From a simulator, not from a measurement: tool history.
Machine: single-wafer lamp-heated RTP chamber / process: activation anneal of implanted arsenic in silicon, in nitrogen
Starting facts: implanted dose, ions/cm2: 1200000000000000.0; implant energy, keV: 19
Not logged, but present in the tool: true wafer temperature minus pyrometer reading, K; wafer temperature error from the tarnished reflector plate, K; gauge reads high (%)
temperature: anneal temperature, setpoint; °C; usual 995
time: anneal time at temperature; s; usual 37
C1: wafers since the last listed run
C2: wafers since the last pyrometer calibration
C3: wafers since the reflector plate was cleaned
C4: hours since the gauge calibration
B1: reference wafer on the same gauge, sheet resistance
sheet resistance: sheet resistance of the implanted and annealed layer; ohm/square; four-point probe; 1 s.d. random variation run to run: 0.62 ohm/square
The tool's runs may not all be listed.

Run 1, hour 0.0: usual settings; C1 0; C2 3235; C3 3752; C4 581.4; B1 111.84. Result: sheet resistance 113.63 ohm/square.
Run 2, hour 49.5: usual settings; C1 777; C2 4013; C3 4529; C4 630.9; B1 112.33. Result: sheet resistance 113.93 ohm/square.
Run 3, hour 114.7: usual settings; C1 1024; C2 5038; C3 5554; C4 696.1; B1 111.81. Result: sheet resistance 113.20 ohm/square.
Run 4, hour 152.1: usual settings; C1 587; C2 5625; C3 6142; C4 733.5; B1 111.94. Result: sheet resistance 114.10 ohm/square.
Run 5, hour 187.5: usual settings; C1 556; C2 6182; C3 6698; C4 768.9; B1 112.26. Result: sheet resistance 113.55 ohm/square.
At hour 236.5: pyrometer window cleaned and pyrometer calibrated.
Run 6, hour 237.0: usual settings but temperature 1009 °C; C1 652; C2 7; C3 7350; C4 818.4; B1 112.25. Result: sheet resistance 108.49 ohm/square.
At hour 260.9: gauge calibrated.
At hour 300.0: reflector plate cleaned.
Run 7, hour 300.5: usual settings; C1 872; C2 879; C3 7; C4 39.6; B1 112.07. Result: sheet resistance 113.76 ohm/square.
Run 8, hour 331.4: usual settings; C1 485; C2 1365; C3 492; C4 70.5; B1 112.29. Result: sheet resistance 113.16 ohm/square.
Run 9, hour 390.3: usual settings; C1 925; C2 2290; C3 1418; C4 129.4; B1 111.88. Result: sheet resistance 114.56 ohm/square.
Run 10, hour 452.5: usual settings but temperature 1022 °C, time 26 s; C1 977; C2 3268; C3 2395; C4 191.6; B1 111.93. Result: sheet resistance 109.41 ohm/square.
Run 11, hour 511.1: usual settings but temperature 986 °C; C1 920; C2 4189; C3 3316; C4 250.2; B1 112.02. Result: sheet resistance 116.72 ohm/square.
Run 12, hour 586.1: usual settings but temperature 1015 °C, time 16 s; C1 1178; C2 5367; C3 4495; C4 325.2; B1 112.16. Result: sheet resistance 118.26 ohm/square.
At hour 636.1: pyrometer window cleaned and pyrometer calibrated.
Run 13, hour 648.6: usual settings but temperature 979 °C, time 53 s; C1 856; C2 196; C3 5351; C4 387.7; B1 112.07. Result: sheet resistance 115.17 ohm/square.
Run 14, hour 714.5: usual settings but temperature 1012 °C, time 56 s; C1 1035; C2 1231; C3 6387; C4 453.6; B1 111.82. Result: sheet resistance 103.13 ohm/square.
Run 15, hour 776.9: usual settings but temperature 1022 °C, time 30 s; C1 980; C2 2212; C3 7368; C4 516.0; B1 112.00. Result: sheet resistance 106.67 ohm/square.

Below are 4 alternative next runs, each starting from the tool's condition after run 15. Predict each:
Run A, hour 777.3: usual settings but time 59 s; C1 6; C2 2218; C3 7374; C4 516.4; B1 ?. Result: sheet resistance ?.
Run B, hour 777.3: usual settings but temperature 979 °C, time 16 s; C1 6; C2 2218; C3 7374; C4 516.4; B1 ?. Result: sheet resistance ?.
Run C, hour 777.3: usual settings but temperature 1020 °C, time 55 s; C1 6; C2 2218; C3 7374; C4 516.4; B1 ?. Result: sheet resistance ?.
Run D, hour 777.3: usual settings but temperature 1018 °C; C1 6; C2 2218; C3 7374; C4 516.4; B1 ?. Result: sheet resistance ?.

run      B1  sheet resistance
  A  112.04            107.91
  B  112.04            132.90
  C  112.04            100.91
  D  112.04            106.16
Without the tool's unlogged condition, the same runs would have read:
run  sheet resistance
  A            107.91
  B            132.90
  C            100.91
  D            106.16
